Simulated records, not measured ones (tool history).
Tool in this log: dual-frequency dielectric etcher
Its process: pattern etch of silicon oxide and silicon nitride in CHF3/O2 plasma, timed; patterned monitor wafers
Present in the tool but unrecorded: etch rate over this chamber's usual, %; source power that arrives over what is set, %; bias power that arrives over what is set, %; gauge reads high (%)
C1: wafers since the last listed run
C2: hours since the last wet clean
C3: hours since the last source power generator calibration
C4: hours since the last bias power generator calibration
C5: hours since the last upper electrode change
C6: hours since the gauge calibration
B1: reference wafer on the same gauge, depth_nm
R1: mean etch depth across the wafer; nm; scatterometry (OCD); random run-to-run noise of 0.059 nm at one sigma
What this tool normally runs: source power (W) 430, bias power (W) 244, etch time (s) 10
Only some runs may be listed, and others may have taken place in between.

{"run": 1, "hour": 0.0, "source power (W)": 430, "bias power (W)": 277, "etch time (s)": 10, "C1": 0, "C2": 325.9, "C3": 2504.8, "C4": 1281.7, "C5": 2098.8, "C6": 163.9, "B1": 18.19, "R1": 16.89}
{"run": 2, "hour": 27.2, "source power (W)": 430, "bias power (W)": 277, "etch time (s)": 10, "C1": 404, "C2": 353.1, "C3": 2532, "C4": 1308.9, "C5": 2126, "C6": 191.1, "B1": 18.21, "R1": 16.92}
{"run": 3, "hour": 72.2, "source power (W)": 430, "bias power (W)": 277, "etch time (s)": 10, "C1": 668, "C2": 398.1, "C3": 2577, "C4": 1353.9, "C5": 2171, "C6": 236.1, "B1": 18.21, "R1": 16.84}
{"run": 4, "hour": 100.2, "source power (W)": 430, "bias power (W)": 244, "etch time (s)": 10, "C1": 415, "C2": 426.1, "C3": 2605, "C4": 1381.9, "C5": 2199, "C6": 264.1, "B1": 18.19, "R1": 15.96}
{"run": 5, "hour": 123.6, "source power (W)": 430, "bias power (W)": 244, "etch time (s)": 10, "C1": 347, "C2": 449.5, "C3": 2628.4, "C4": 1405.3, "C5": 2222.4, "C6": 287.5, "B1": 18.21, "R1": 15.94}
{"run": 6, "hour": 136.2, "source power (W)": 430, "bias power (W)": 244, "etch time (s)": 10, "C1": 187, "C2": 462.1, "C3": 2641, "C4": 1417.9, "C5": 2235, "C6": 300.1, "B1": 18.19, "R1": 16.08}
{"run": 7, "hour": 149.9, "source power (W)": 370, "bias power (W)": 203, "etch time (s)": 10, "C1": 203, "C2": 475.8, "C3": 2654.7, "C4": 1431.6, "C5": 2248.7, "C6": 313.8, "B1": 18.2, "R1": 13.6}
{"run": 8, "hour": 184.3, "source power (W)": 370, "bias power (W)": 203, "etch time (s)": 10, "C1": 510, "C2": 510.2, "C3": 2689.1, "C4": 1466, "C5": 2283.1, "C6": 348.2, "B1": 18.2, "R1": 13.47}
{"hour": 217.7, "done": "wet clean of the chamber"}
{"hour": 235.0, "done": "upper electrode replaced"}
{"run": 9, "hour": 235.5, "source power (W)": 520, "bias power (W)": 244, "etch time (s)": 12, "C1": 146, "C2": 17.8, "C3": 2740.3, "C4": 1517.2, "C5": 0.5, "C6": 399.4, "B1": 18.21, "R1": 20.15}
{"run": 10, "hour": 235.8, "source power (W)": 430, "bias power (W)": 244, "etch time (s)": 10, "C1": 4, "C2": 18.1, "C3": 2740.6, "C4": 1517.5, "C5": 0.8, "C6": 399.7, "B1": 18.19, "R1": 15.53}
{"run": 11, "hour": 242.8, "source power (W)": 500, "bias power (W)": 244, "etch time (s)": 7.5, "C1": 103, "C2": 25.1, "C3": 2747.6, "C4": 1524.5, "C5": 7.8, "C6": 406.7, "B1": 18.2, "R1": 12.44}
{"run": 12, "hour": 268.8, "source power (W)": 430, "bias power (W)": 244, "etch time (s)": 10, "C1": 386, "C2": 51.1, "C3": 2773.6, "C4": 1550.5, "C5": 33.8, "C6": 432.7, "B1": 18.23, "R1": 15.56}
{"run": 13, "hour": 292.5, "source power (W)": 430, "bias power (W)": 244, "etch time (s)": 10, "C1": 352, "C2": 74.8, "C3": 2797.3, "C4": 1574.2, "C5": 57.5, "C6": 456.4, "B1": 18.19, "R1": 15.55}
{"hour": 307.0, "done": "bias power generator calibrated"}
{"run": 14, "hour": 307.5, "source power (W)": 360, "bias power (W)": 244, "etch time (s)": 10, "C1": 163, "C2": 89.8, "C3": 2812.3, "C4": 0.5, "C5": 72.5, "C6": 471.4, "B1": 18.19, "R1": 14.39}
{"run": 15, "hour": 326.8, "source power (W)": 500, "bias power (W)": 262, "etch time (s)": 11.5, "C1": 286, "C2": 109.1, "C3": 2831.6, "C4": 19.8, "C5": 91.8, "C6": 490.7, "B1": 18.2, "R1": 19.76}
{"run": 16, "hour": 353.4, "source power (W)": 490, "bias power (W)": 244, "etch time (s)": 12.5, "C1": 395, "C2": 135.7, "C3": 2858.2, "C4": 46.4, "C5": 118.4, "C6": 517.3, "B1": 18.21, "R1": 20.8}
{"run": 17, "hour": 372.1, "source power (W)": 430, "bias power (W)": 296, "etch time (s)": 10, "C1": 277, "C2": 154.4, "C3": 2876.9, "C4": 65.1, "C5": 137.1, "C6": 536, "B1": 18.18, "R1": 17.08}
{"run": 18, "hour": 395.9, "source power (W)": 390, "bias power (W)": 244, "etch time (s)": 8.5, "C1": 353, "C2": 178.2, "C3": 2900.7, "C4": 88.9, "C5": 160.9, "C6": 559.8, "B1": 18.19, "R1": 12.77}
{"run": 19, "hour": 430.5, "source power (W)": 320, "bias power (W)": 212, "etch time (s)": 10, "C1": 513, "C2": 212.8, "C3": 2935.3, "C4": 123.5, "C5": 195.5, "C6": 594.4, "B1": 18.2, "R1": 12.73}
{"hour": 446.7, "done": "gauge calibrated"}
{"run": 20, "hour": 450.0, "source power (W)": 430, "bias power (W)": 244, "etch time (s)": 10, "C1": 289, "C2": 232.3, "C3": 2954.8, "C4": 143, "C5": 215, "C6": 3.3, "B1": 18.18, "R1": 15.72}
{"run": 21, "hour": 466.8, "source power (W)": 320, "bias power (W)": 244, "etch time (s)": 9, "C1": 249, "C2": 249.1, "C3": 2971.6, "C4": 159.8, "C5": 231.8, "C6": 20.1, "B1": 18.19, "R1": 12.38}
{"run": 22, "hour": 485.6, "source power (W)": 430, "bias power (W)": 244, "etch time (s)": 10, "C1": 279, "C2": 267.9, "C3": 2990.4, "C4": 178.6, "C5": 250.6, "C6": 38.9, "B1": 18.2, "R1": 15.77}
{"hour": 494.0, "done": "source power generator calibrated"}
{"run": 23, "hour": 507.8, "source power (W)": 430, "bias power (W)": 244, "etch time (s)": 10, "C1": 270, "C2": 290.1, "C3": 13.8, "C4": 200.8, "C5": 272.8, "C6": 61.1, "B1": 18.2, "R1": 15.77}
{"run": 24, "hour": 538.7, "source power (W)": 430, "bias power (W)": 244, "etch time (s)": 10, "C1": 458, "C2": 321, "C3": 44.7, "C4": 231.7, "C5": 303.7, "C6": 92, "B1": 18.19, "R1": 15.76}
{"run": 25, "hour": 557.8, "source power (W)": 430, "bias power (W)": 224, "etch time (s)": 8.5, "C1": 283, "C2": 340.1, "C3": 63.8, "C4": 250.8, "C5": 322.8, "C6": 111.1, "B1": 18.19, "R1": 12.86}
{"run": 26, "hour": 597.2, "source power (W)": 430, "bias power (W)": 244, "etch time (s)": 10, "C1": 585, "C2": 379.5, "C3": 103.2, "C4": 290.2, "C5": 362.2, "C6": 150.5, "B1": 18.22, "R1": 15.93}
{"run": 27, "hour": 620.0, "source power (W)": 400, "bias power (W)": 190, "etch time (s)": 11, "C1": 338, "C2": 402.3, "C3": 126, "C4": 313, "C5": 385, "C6": 173.3, "B1": 18.2, "R1": 14.9}
{"run": 28, "hour": 646.7, "source power (W)": 540, "bias power (W)": 244, "etch time (s)": 13, "C1": 396, "C2": 429, "C3": 152.7, "C4": 339.7, "C5": 411.7, "C6": 200, "B1": 18.21, "R1": 22.94}

Consider 3 possible next runs. They are alternatives, not a sequence: every one starts from the tool as it was left by run 28. What does each give?
{"run": "A", "hour": 647.1, "source power (W)": 430, "bias power (W)": 244, "etch time (s)": 10, "C1": 5, "C2": 429.4, "C3": 153.1, "C4": 340.1, "C5": 412.1, "C6": 200.4, "B1": "?", "R1": "?"}
{"run": "B", "hour": 647.1, "source power (W)": 430, "bias power (W)": 244, "etch time (s)": 9, "C1": 5, "C2": 429.4, "C3": 153.1, "C4": 340.1, "C5": 412.1, "C6": 200.4, "B1": "?", "R1": "?"}
{"run": "C", "hour": 647.1, "source power (W)": 350, "bias power (W)": 244, "etch time (s)": 10, "C1": 5, "C2": 429.4, "C3": 153.1, "C4": 340.1, "C5": 412.1, "C6": 200.4, "B1": "?", "R1": "?"}

run=A B1=18.21 R1=15.9
run=B B1=18.21 R1=14.31
run=C B1=18.21 R1=14.5
Without the tool's unlogged condition, the same runs would have read:
run=A R1=15.43
run=B R1=13.89
run=C R1=14.07
